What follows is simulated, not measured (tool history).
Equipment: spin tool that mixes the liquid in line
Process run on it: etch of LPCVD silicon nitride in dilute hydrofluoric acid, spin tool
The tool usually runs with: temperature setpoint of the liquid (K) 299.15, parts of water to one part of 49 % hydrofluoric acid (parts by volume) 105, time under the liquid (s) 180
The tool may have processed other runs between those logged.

run   hour  temperature setpoint of the liquid (K)  parts of water to one part of 49 % hydrofluoric acid (parts by volume)  time under the liquid (s)  read-back film thickness of the LPCVD silicon nitride reference wafer, read on the same gauge (nm)  thickness taken off the LPCVD silicon nitride on a monitor wafer (Å)
  1      0                                  302.65                                                                     105                        180                                                                                             129.984                                                                 11.54
  2     36                                  299.15                                                                     105                        180                                                                                             129.997                                                                  9.02
  3   56.5                                  299.15                                                                     105                        180                                                                                             129.996                                                                  9.06
  4   70.7                                  299.15                                                                     105                        180                                                                                             129.991                                                                  9.35
  5  100.6                                  299.15                                                                     105                        230                                                                                             130.033                                                                 11.72
  6  124.9                                  299.15                                                                     105                        230                                                                                             130.001                                                                 11.75
  7  147.2                                  299.15                                                                      70                        250                                                                                             130.017                                                                 19.27
  8  169.2                                  299.15                                                                      70                        250                                                                                             130.008                                                                 20.07
  9  203.3                                  300.65                                                                     105                        180                                                                                             129.981                                                                 10.51
 10  237.4                                  300.65                                                                     105                        180                                                                                              130.02                                                                  9.72
 11  251.5                                  299.15                                                                     105                        180                                                                                             129.978                                                                  8.85
     257.6  -- gauge calibrated
 12  305.8                                  299.15                                                                     125                        180                                                                                             130.021                                                                  7.55
 13  322.2                                  299.15                                                                     125                        180                                                                                             130.024                                                                  7.56
 14  355.3                                  299.15                                                                     125                        180                                                                                             130.008                                                                  7.92
     371.5  -- thermometer replaced
 15  375.6                                  296.15                                                                      85                        265                                                                                             129.993                                                                 13.79
 16  410.8                                  295.15                                                                     130                        180                                                                                             129.941                                                                  5.83
 17  424.6                                  299.15                                                                     140                        180                                                                                             130.026                                                                  7.02
 18    446                                  294.15                                                                     135                        180                                                                                             129.978                                                                  5.29
 19  470.4                                  301.15                                                                     105                        180                                                                                             129.971                                                                 10.56
 20  555.8                                  294.65                                                                     120                        180                                                                                             130.027                                                                  5.91
 21  584.1                                  299.15                                                                     125                        140                                                                                             130.059                                                                  5.82
 22  619.7                                  301.65                                                                     105                        225                                                                                             130.015                                                                  13.2
 23  646.1                                  296.65                                                                      65                        250                                                                                             130.018                                                                 17.74
 24  664.3                                  299.15                                                                     105                        180                                                                                             130.006                                                                  9.24
     668.8  -- hydrofluoric acid flow meter replaced
 25  687.9                                  294.65                                                                     120                        180                                                                                              130.01                                                                  5.75
 26  712.2                                  294.65                                                                     120                        180                                                                                              129.98                                                                  5.75
 27  746.7                                  299.15                                                                     105                        180                                                                                             130.012                                                                  9.01
 28  771.8                                  297.65                                                                     105                         85                                                                                             130.003                                                                  4.05
 29  798.4                                  301.65                                                                     145                        180                                                                                             130.025                                                                  7.95
 30  830.6                                  299.15                                                                     105                        180                                                                                             130.014                                                                  8.97
 31  862.6                                  299.15                                                                     105                        180                                                                                             130.018                                                                  9.06
 32  892.8                                  299.15                                                                     105                        180                                                                                             129.988                                                                  9.32

Run-by-run hidden state of the tool:
liquid hotter than its thermometer reads (K): 0 in every run
hydrofluoric acid flow below the setpoint (%): 0 in every run
gauge reads high (%): 0 in every run
